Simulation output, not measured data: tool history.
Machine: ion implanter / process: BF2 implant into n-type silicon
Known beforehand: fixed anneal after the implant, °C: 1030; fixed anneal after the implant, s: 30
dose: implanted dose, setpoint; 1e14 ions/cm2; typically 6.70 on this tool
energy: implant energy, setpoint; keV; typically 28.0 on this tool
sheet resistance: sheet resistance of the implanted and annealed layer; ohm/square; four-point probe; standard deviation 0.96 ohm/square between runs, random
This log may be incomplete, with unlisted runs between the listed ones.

run	hour	dose	energy	wafers since the last listed run	hours since the last dose calibration	hours since the extraction supply was calibrated	hours since the gauge calibration	read-back reference wafer on the same gauge, sheet resistance	sheet resistance
1	0.0	5.53	28.0	0	893.9	2924.9	463.2	186.04	211.20
2	71.1	6.70	28.0	1507	965.0	2996.0	534.3	185.99	180.24
3	120.1	6.70	28.0	1038	1014.0	3045.0	583.3	186.00	179.95
4	177.9	6.70	28.0	1225	1071.8	3102.8	641.1	186.11	180.85
5	213.4	5.90	33.0	752	1107.3	3138.3	676.6	185.74	194.80
6	248.8	6.70	28.0	750	1142.7	3173.7	712.0	186.02	179.46
7	280.2	6.70	28.0	665	1174.1	3205.1	743.4	186.48	180.29
8	331.2	6.70	28.0	1081	1225.1	3256.1	794.4	186.16	180.33
9	390.0	6.70	28.0	1246	1283.9	3314.9	853.2	186.14	180.62
# hour 437.2: extraction supply calibrated
10	450.4	6.70	28.0	1111	1344.3	13.2	913.6	185.90	178.74
11	477.0	5.57	32.5	564	1370.9	39.8	940.2	185.64	205.65
12	516.5	6.70	28.0	837	1410.4	79.3	979.7	186.11	181.04
13	540.9	6.70	23.0	517	1434.8	103.7	1004.1	186.04	184.96
14	573.1	5.57	32.5	682	1467.0	135.9	1036.3	185.97	204.96
15	641.3	6.70	28.0	1446	1535.2	204.1	1104.5	186.28	178.05

Forecast run 16:
16	705.2	7.64	33.0	1354	1599.1	268.0	1168.4	?	?

Run 16 produced read-back reference wafer on the same gauge, sheet resistance 185.98, sheet resistance 157.67 ohm/square.
Take away the tool's hidden state, keep the run-to-run variation as it was, and the same run would have given sheet resistance 164.66 ohm/square.
